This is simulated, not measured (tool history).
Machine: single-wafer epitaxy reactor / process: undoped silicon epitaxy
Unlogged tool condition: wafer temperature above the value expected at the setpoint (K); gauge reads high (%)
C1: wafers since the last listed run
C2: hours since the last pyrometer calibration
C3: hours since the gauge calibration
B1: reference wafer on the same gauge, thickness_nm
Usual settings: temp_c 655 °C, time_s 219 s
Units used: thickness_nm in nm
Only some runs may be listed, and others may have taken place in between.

run 1 hour=0 | temp_c=655 time_s=219 | C1=0 C2=710.4 C3=133 | B1=46.357 | thickness_nm=38.675
run 2 hour=21.6 | temp_c=655 time_s=219 | C1=158 C2=732 C3=154.6 | B1=46.328 | thickness_nm=39.01
run 3 hour=56.4 | temp_c=663 time_s=219 | C1=256 C2=766.8 C3=189.4 | B1=46.269 | thickness_nm=47.38
run 4 hour=88.8 | temp_c=655 time_s=219 | C1=238 C2=799.2 C3=221.8 | B1=46.28 | thickness_nm=38.586
run 5 hour=159.4 | temp_c=655 time_s=219 | C1=519 C2=869.8 C3=292.4 | B1=46.399 | thickness_nm=38.768
run 6 hour=179.2 | temp_c=655 time_s=219 | C1=145 C2=889.6 C3=312.2 | B1=46.264 | thickness_nm=38.983
run 7 hour=208.7 | temp_c=655 time_s=219 | C1=217 C2=919.1 C3=341.7 | B1=46.277 | thickness_nm=38.656
run 8 hour=226.8 | temp_c=655 time_s=219 | C1=133 C2=937.2 C3=359.8 | B1=46.234 | thickness_nm=39.279
run 9 hour=255.7 | temp_c=655 time_s=253 | C1=212 C2=966.1 C3=388.7 | B1=46.201 | thickness_nm=44.733
run 10 hour=287.4 | temp_c=655 time_s=253 | C1=233 C2=997.8 C3=420.4 | B1=46.272 | thickness_nm=44.643
run 11 hour=303 | temp_c=655 time_s=253 | C1=114 C2=1013.4 C3=436 | B1=46.245 | thickness_nm=45.161
run 12 hour=319.8 | temp_c=644 time_s=219 | C1=123 C2=1030.2 C3=452.8 | B1=46.374 | thickness_nm=29.672
run 13 hour=351.3 | temp_c=663 time_s=195 | C1=231 C2=1061.7 C3=484.3 | B1=46.304 | thickness_nm=41.631
run 14 hour=364 | temp_c=663 time_s=195 | C1=93 C2=1074.4 C3=497 | B1=46.24 | thickness_nm=42.238
run 15 hour=382.6 | temp_c=655 time_s=219 | C1=136 C2=1093 C3=515.6 | B1=46.25 | thickness_nm=39.13
run 16 hour=441.2 | temp_c=646 time_s=219 | C1=431 C2=1151.6 C3=574.2 | B1=46.289 | thickness_nm=31.155
-- hour=466.4 pyrometer calibrated
run 17 hour=469.8 | temp_c=651 time_s=219 | C1=151 C2=3.4 C3=602.8 | B1=46.264 | thickness_nm=36.594
run 18 hour=519.1 | temp_c=655 time_s=219 | C1=362 C2=52.7 C3=652.1 | B1=46.284 | thickness_nm=39.949
run 19 hour=544.2 | temp_c=655 time_s=219 | C1=184 C2=77.8 C3=677.2 | B1=46.352 | thickness_nm=40.197
run 20 hour=563.3 | temp_c=655 time_s=219 | C1=140 C2=96.9 C3=696.3 | B1=46.323 | thickness_nm=39.882
run 21 hour=592.7 | temp_c=655 time_s=219 | C1=216 C2=126.3 C3=725.7 | B1=46.395 | thickness_nm=39.7
run 22 hour=609.8 | temp_c=661 time_s=246 | C1=125 C2=143.4 C3=742.8 | B1=46.318 | thickness_nm=51.708
run 23 hour=639.5 | temp_c=648 time_s=248 | C1=218 C2=173.1 C3=772.5 | B1=46.197 | thickness_nm=37.85
run 24 hour=672 | temp_c=663 time_s=196 | C1=239 C2=205.6 C3=805 | B1=46.408 | thickness_nm=43.086
run 25 hour=702.4 | temp_c=655 time_s=219 | C1=223 C2=236 C3=835.4 | B1=46.378 | thickness_nm=39.586
run 26 hour=716.8 | temp_c=668 time_s=261 | C1=105 C2=250.4 C3=849.8 | B1=46.262 | thickness_nm=64.007
run 27 hour=747.1 | temp_c=668 time_s=261 | C1=222 C2=280.7 C3=880.1 | B1=46.301 | thickness_nm=64.172
run 28 hour=781.8 | temp_c=650 time_s=190 | C1=255 C2=315.4 C3=914.8 | B1=46.268 | thickness_nm=29.943
-- hour=806.9 gauge calibrated
run 29 hour=809.5 | temp_c=661 time_s=255 | C1=203 C2=343.1 C3=2.6 | B1=46.359 | thickness_nm=52.743
run 30 hour=843.9 | temp_c=651 time_s=230 | C1=253 C2=377.5 C3=37 | B1=46.294 | thickness_nm=37.277
run 31 hour=861.4 | temp_c=655 time_s=219 | C1=128 C2=395 C3=54.5 | B1=46.299 | thickness_nm=39.501
run 32 hour=896.9 | temp_c=662 time_s=238 | C1=261 C2=430.5 C3=90 | B1=46.304 | thickness_nm=50.598
run 33 hour=930.4 | temp_c=661 time_s=191 | C1=246 C2=464 C3=123.5 | B1=46.284 | thickness_nm=39.595
run 34 hour=960.3 | temp_c=655 time_s=192 | C1=220 C2=493.9 C3=153.4 | B1=46.276 | thickness_nm=34.097
run 35 hour=980.1 | temp_c=670 time_s=188 | C1=145 C2=513.7 C3=173.2 | B1=46.318 | thickness_nm=47.825
run 36 hour=1009.3 | temp_c=662 time_s=219 | C1=214 C2=542.9 C3=202.4 | B1=46.275 | thickness_nm=46.478
run 37 hour=1022.6 | temp_c=655 time_s=231 | C1=97 C2=556.2 C3=215.7 | B1=46.263 | thickness_nm=40.886
run 38 hour=1049.1 | temp_c=641 time_s=206 | C1=195 C2=582.7 C3=242.2 | B1=46.238 | thickness_nm=25.478
run 39 hour=1085 | temp_c=650 time_s=219 | C1=264 C2=618.6 C3=278.1 | B1=46.371 | thickness_nm=34.786
run 40 hour=1098.2 | temp_c=655 time_s=219 | C1=97 C2=631.8 C3=291.3 | B1=46.266 | thickness_nm=38.724

Measured minus without-hidden-state, run by run (identical run-to-run variation in each term; gauge scatter may differ):
run=1 thickness_nm=-1.602
run=2 thickness_nm=-1.633
run=3 thickness_nm=-1.974
run=4 thickness_nm=-1.662
run=5 thickness_nm=-1.711
run=6 thickness_nm=-1.732
run=7 thickness_nm=-1.732
run=8 thickness_nm=-1.769
run=9 thickness_nm=-2.029
run=10 thickness_nm=-2.041
run=11 thickness_nm=-2.072
run=12 thickness_nm=-1.404
run=13 thickness_nm=-1.89
run=14 thickness_nm=-1.922
run=15 thickness_nm=-1.823
run=16 thickness_nm=-1.5
run=17 thickness_nm=-0.202
run=18 thickness_nm=-0.408
run=19 thickness_nm=-0.499
run=20 thickness_nm=-0.56
run=21 thickness_nm=-0.65
run=22 thickness_nm=-0.9
run=23 thickness_nm=-0.762
run=24 thickness_nm=-0.927
run=25 thickness_nm=-0.944
run=26 thickness_nm=-1.531
run=27 thickness_nm=-1.641
run=28 thickness_nm=-0.856
run=29 thickness_nm=-1.537
run=30 thickness_nm=-1.172
run=31 thickness_nm=-1.259
run=32 thickness_nm=-1.656
run=33 thickness_nm=-1.349
run=34 thickness_nm=-1.214
run=35 thickness_nm=-1.67
run=36 thickness_nm=-1.697
run=37 thickness_nm=-1.535
run=38 thickness_nm=-1.011
run=39 thickness_nm=-1.382
run=40 thickness_nm=-1.531
